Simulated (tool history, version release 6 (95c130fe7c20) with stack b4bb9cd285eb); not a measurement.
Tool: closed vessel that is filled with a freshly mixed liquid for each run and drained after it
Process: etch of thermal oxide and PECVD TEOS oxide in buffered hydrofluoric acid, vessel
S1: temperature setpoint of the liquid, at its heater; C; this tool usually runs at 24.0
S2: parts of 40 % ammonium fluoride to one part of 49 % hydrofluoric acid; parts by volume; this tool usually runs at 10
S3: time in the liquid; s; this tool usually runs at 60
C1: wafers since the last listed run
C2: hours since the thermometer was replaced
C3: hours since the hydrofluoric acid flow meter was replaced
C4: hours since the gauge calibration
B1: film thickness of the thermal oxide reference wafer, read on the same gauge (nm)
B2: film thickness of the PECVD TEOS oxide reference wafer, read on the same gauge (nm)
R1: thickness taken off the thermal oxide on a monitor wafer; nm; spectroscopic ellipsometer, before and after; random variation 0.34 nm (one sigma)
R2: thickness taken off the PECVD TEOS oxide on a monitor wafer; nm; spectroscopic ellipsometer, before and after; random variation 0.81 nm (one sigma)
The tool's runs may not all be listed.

run   hour    S1  S2  S3     C1      C2     C3     C4     B1     B2     R1      R2
  1    0.0  24.0  10  60      0  2672.8  281.2  224.4  30.02  90.02  79.25  197.38
  2   25.6  24.0  10  60   2949  2698.4  306.8  250.0  30.02  90.00  78.67  198.35
  3   47.6  21.5  10  35   2535  2720.4  328.8  272.0  29.97  90.00  40.18   99.98
      52.1  -- gauge calibrated
  4   72.7  24.0  10  60   2892  2745.5  353.9   20.6  30.00  90.02  78.63  195.25
  5  161.7  24.0  10  60  10255  2834.5  442.9  109.6  29.99  89.99  78.03  193.22
     179.0  -- hydrofluoric acid flow meter replaced
  6  179.5  24.0  10  60   1935  2852.3    0.5  127.4  29.99  89.99  81.87  204.44
  7  195.5  24.0  10  60   1843  2868.3   16.5  143.4  29.98  89.98  81.76  204.68
  8  229.2  24.0  10  60   3883  2902.0   50.2  177.1  30.01  90.00  81.91  204.33
  9  247.5  24.0  10  60   2108  2920.3   68.5  195.4  30.02  90.02  80.98  201.35
 10  281.3  19.5   8  30   3894  2954.1  102.3  229.2  30.00  90.00  38.63   95.84

Run 11, settings as shown, results not yet in. Your forecast:
 11  304.0  24.0  10  75  2615  2976.8  125.0  251.9   ?   ?   ?   ?

B1: 30.01
B2: 90.01
R1: 102.39 nm
R2: 253.65 nm
Minus the tool's unlogged condition, the same run would have read R1 92.43 nm, R2 228.99 nm.
